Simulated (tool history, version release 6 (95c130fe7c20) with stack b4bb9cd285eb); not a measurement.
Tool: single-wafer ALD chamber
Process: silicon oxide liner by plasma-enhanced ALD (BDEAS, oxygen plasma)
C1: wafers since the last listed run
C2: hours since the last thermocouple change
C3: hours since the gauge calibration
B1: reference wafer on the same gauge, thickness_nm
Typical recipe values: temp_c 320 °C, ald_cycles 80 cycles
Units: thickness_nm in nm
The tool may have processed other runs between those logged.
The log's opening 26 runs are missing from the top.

{"run": 27, "hour": 289.1, "temp_c": 325, "ald_cycles": 93, "C1": 46, "C2": 78.2, "C3": 419.9, "B1": 8.018, "thickness_nm": 8.528}
{"run": 28, "hour": 302.4, "temp_c": 332, "ald_cycles": 65, "C1": 83, "C2": 91.5, "C3": 433.2, "B1": 8.014, "thickness_nm": 5.895}
{"hour": 310.2, "done": "gauge calibrated"}
{"run": 29, "hour": 312.6, "temp_c": 330, "ald_cycles": 68, "C1": 63, "C2": 101.7, "C3": 2.4, "B1": 8.164, "thickness_nm": 6.319}
{"run": 30, "hour": 325.1, "temp_c": 310, "ald_cycles": 94, "C1": 78, "C2": 114.2, "C3": 14.9, "B1": 8.151, "thickness_nm": 8.937}
{"run": 31, "hour": 340.1, "temp_c": 308, "ald_cycles": 74, "C1": 93, "C2": 129.2, "C3": 29.9, "B1": 8.138, "thickness_nm": 7.077}
{"run": 32, "hour": 346.8, "temp_c": 327, "ald_cycles": 88, "C1": 41, "C2": 135.9, "C3": 36.6, "B1": 8.13, "thickness_nm": 8.176}
{"run": 33, "hour": 358.7, "temp_c": 315, "ald_cycles": 72, "C1": 74, "C2": 147.8, "C3": 48.5, "B1": 8.118, "thickness_nm": 6.783}
{"run": 34, "hour": 374.1, "temp_c": 328, "ald_cycles": 64, "C1": 96, "C2": 163.2, "C3": 63.9, "B1": 8.108, "thickness_nm": 5.889}
{"run": 35, "hour": 380.9, "temp_c": 330, "ald_cycles": 80, "C1": 42, "C2": 170, "C3": 70.7, "B1": 8.11, "thickness_nm": 7.36}
{"run": 36, "hour": 388.3, "temp_c": 320, "ald_cycles": 92, "C1": 46, "C2": 177.4, "C3": 78.1, "B1": 8.103, "thickness_nm": 8.599}
{"run": 37, "hour": 404.4, "temp_c": 334, "ald_cycles": 67, "C1": 100, "C2": 193.5, "C3": 94.2, "B1": 8.095, "thickness_nm": 6.156}
{"run": 38, "hour": 415.8, "temp_c": 320, "ald_cycles": 80, "C1": 71, "C2": 204.9, "C3": 105.6, "B1": 8.089, "thickness_nm": 7.465}
{"run": 39, "hour": 430.9, "temp_c": 329, "ald_cycles": 75, "C1": 94, "C2": 220, "C3": 120.7, "B1": 8.079, "thickness_nm": 6.887}
{"run": 40, "hour": 448.1, "temp_c": 320, "ald_cycles": 93, "C1": 107, "C2": 237.2, "C3": 137.9, "B1": 8.073, "thickness_nm": 8.647}
{"run": 41, "hour": 462.5, "temp_c": 320, "ald_cycles": 80, "C1": 89, "C2": 251.6, "C3": 152.3, "B1": 8.073, "thickness_nm": 7.428}
{"run": 42, "hour": 469.4, "temp_c": 320, "ald_cycles": 80, "C1": 43, "C2": 258.5, "C3": 159.2, "B1": 8.069, "thickness_nm": 7.43}
{"run": 43, "hour": 481.1, "temp_c": 320, "ald_cycles": 74, "C1": 73, "C2": 270.2, "C3": 170.9, "B1": 8.061, "thickness_nm": 6.902}
{"run": 44, "hour": 492.0, "temp_c": 315, "ald_cycles": 72, "C1": 68, "C2": 281.1, "C3": 181.8, "B1": 8.064, "thickness_nm": 6.737}

Each row is a separate what-if for the run after 44, all from the same tool condition, not one after another. Results?
{"run": "A", "hour": 492.5, "temp_c": 320, "ald_cycles": 80, "C1": 3, "C2": 281.6, "C3": 182.3, "B1": "?", "thickness_nm": "?"}
{"run": "B", "hour": 492.5, "temp_c": 320, "ald_cycles": 68, "C1": 3, "C2": 281.6, "C3": 182.3, "B1": "?", "thickness_nm": "?"}
{"run": "C", "hour": 492.5, "temp_c": 320, "ald_cycles": 88, "C1": 3, "C2": 281.6, "C3": 182.3, "B1": "?", "thickness_nm": "?"}
{"run": "D", "hour": 492.5, "temp_c": 315, "ald_cycles": 88, "C1": 3, "C2": 281.6, "C3": 182.3, "B1": "?", "thickness_nm": "?"}

run=A B1=8.057 thickness_nm=7.437
run=B B1=8.057 thickness_nm=6.322
run=C B1=8.057 thickness_nm=8.181
run=D B1=8.057 thickness_nm=8.241
The same runs, with their run-to-run variation unchanged, on a tool lacking any hidden condition would have given:
run=A thickness_nm=7.53
run=B thickness_nm=6.4
run=C thickness_nm=8.283
run=D thickness_nm=8.344

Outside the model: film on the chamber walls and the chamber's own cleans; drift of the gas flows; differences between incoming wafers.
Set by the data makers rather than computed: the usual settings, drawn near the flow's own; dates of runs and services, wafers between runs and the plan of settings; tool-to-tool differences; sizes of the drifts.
